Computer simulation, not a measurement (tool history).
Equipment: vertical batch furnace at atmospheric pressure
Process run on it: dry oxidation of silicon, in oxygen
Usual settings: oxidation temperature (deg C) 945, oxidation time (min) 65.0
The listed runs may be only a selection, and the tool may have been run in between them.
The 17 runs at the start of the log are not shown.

run,hour,oxidation temperature (deg C),oxidation time (min),"read-back reference wafer on the same gauge, thickness",oxide thickness on the monitor wafer (angstrom)
18,490.0,937,65.0,39.49,405.7
19,505.0,937,65.0,39.48,406.6
20,532.2,945,65.0,39.50,436.6
21,566.8,945,65.0,39.51,435.8
22,583.4,938,75.0,39.50,452.1
23,600.0,934,43.0,39.53,296.7
24,612.6,963,89.0,39.51,624.0
25,716.2,967,91.5,39.48,658.5
26,742.7,945,65.0,39.49,436.7
27,774.8,936,41.0,39.51,293.3
28,789.7,955,74.0,39.51,517.3
29,805.4,955,80.0,39.51,545.7
30,824.8,966,94.0,39.47,667.1
31,850.9,952,80.5,39.50,535.4
32,883.8,965,89.0,39.48,637.4
33,915.3,965,97.0,39.51,674.5
34,932.0,934,41.5,39.49,291.6
35,944.8,945,65.0,39.49,435.6
36,973.1,945,65.0,39.52,435.7
37,994.0,952,80.5,39.50,535.3
38,1054.3,945,83.5,39.52,519.5

Branching from run 38: 4 alternative next runs. What would each branch give?
A,1059.8,945,65.0,?,?
B,1059.8,961,46.5,?,?
C,1059.8,925,41.5,?,?
D,1059.8,921,65.0,?,?

run,"read-back reference wafer on the same gauge, thickness",oxide thickness on the monitor wafer (angstrom)
A,39.47,435.8
B,39.47,396.1
C,39.47,268.0
D,39.47,351.7
Stripped of hidden state, with their random variation kept, the same runs would have yielded:
run,oxide thickness on the monitor wafer (angstrom)
A,435.1
B,395.4
C,267.5
D,351.1

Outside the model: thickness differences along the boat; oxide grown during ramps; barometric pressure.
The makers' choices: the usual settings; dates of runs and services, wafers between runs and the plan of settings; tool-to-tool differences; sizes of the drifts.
